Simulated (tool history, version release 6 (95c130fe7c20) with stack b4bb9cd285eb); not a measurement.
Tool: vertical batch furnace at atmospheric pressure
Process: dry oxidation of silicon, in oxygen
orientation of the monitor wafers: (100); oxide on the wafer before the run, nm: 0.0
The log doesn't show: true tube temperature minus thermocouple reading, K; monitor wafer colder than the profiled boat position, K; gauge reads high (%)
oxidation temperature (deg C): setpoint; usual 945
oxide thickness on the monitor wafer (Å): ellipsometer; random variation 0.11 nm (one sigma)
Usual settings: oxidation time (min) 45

run,hour,oxidation temperature (deg C),oxidation time (min),wafers since the last listed run,hours since the last temperature calibration,hours since the boat lift was adjusted,hours since the gauge calibration,"read-back reference wafer on the same gauge, thickness",oxide thickness on the monitor wafer (Å)
1,0,945,45,0,3249.3,2795.7,850.4,24.07,256.1
2,62.7,945,54.5,1210,3312,2858.4,913.1,24.1,291.1
3,159.3,926,45,1864,3408.6,2955,1009.7,24.12,210.1
4,201.8,945,45,820,3451.1,2997.5,1052.2,24.1,255.9
5,288.4,945,45,1671,3537.7,3084.1,1138.8,24.09,255.9
6,327.7,945,45,758,3577,3123.4,1178.1,24.12,255.7
7,434.3,945,45,2057,3683.6,3230,1284.7,24.09,254.2
8,477.1,945,45,826,3726.4,3272.8,1327.5,24.11,253
# hour 532: boat lift adjusted
9,569,945,45,1310,3818.3,37,1419.4,24.11,265.6
# hour 621: gauge calibrated
10,647.4,945,45,1513,3896.7,115.4,26.4,24.1,264.8
11,714.9,945,45,1303,3964.2,182.9,93.9,24.09,264.5
12,793.5,945,45,1517,4042.8,261.5,172.5,24.05,268.1
13,900.6,953,45,2067,4149.9,368.6,279.6,24.13,288
14,956.8,945,45,1084,4206.1,424.8,335.8,24.1,265.1
15,1062.2,945,45,2034,4311.5,530.2,441.2,24.1,264.2
16,1157.6,968,65.5,1841,4406.9,625.6,536.6,24.07,414.4
# hour 1211.5: thermocouples replaced and temperature profile calibrated
17,1263.5,922,24,1581,52,731.5,642.5,24.08,130.3
18,1312.7,945,38.5,949,101.2,780.7,691.7,24.09,225.7
19,1389.7,966,55.5,1486,178.2,857.7,768.7,24.11,354.2
20,1450,965,64.5,1164,238.5,918,829,24.14,386.4
21,1543.1,961,45,1797,331.6,1011.1,922.1,24.11,300.2
22,1648.9,926,45,2042,437.4,1116.9,1027.9,24.1,207.2
23,1693.6,961,59.5,862,482.1,1161.6,1072.6,24.14,356

Forecast each of these 5 alternatives for the next run:
A,1697.6,945,45,77,486.1,1165.6,1076.6,?,?
B,1697.6,926,33.5,77,486.1,1165.6,1076.6,?,?
C,1697.6,924,26.5,77,486.1,1165.6,1076.6,?,?
D,1697.6,931,50.5,77,486.1,1165.6,1076.6,?,?
E,1697.6,961,64,77,486.1,1165.6,1076.6,?,?

run,"read-back reference wafer on the same gauge, thickness",oxide thickness on the monitor wafer (Å)
A,24.11,251.2
B,24.11,169.7
C,24.11,142.2
D,24.11,233.6
E,24.11,371.9
Without the tool's hidden state the same runs would have given:
run,oxide thickness on the monitor wafer (Å)
A,249.5
B,168.7
C,141.4
D,232.2
E,370
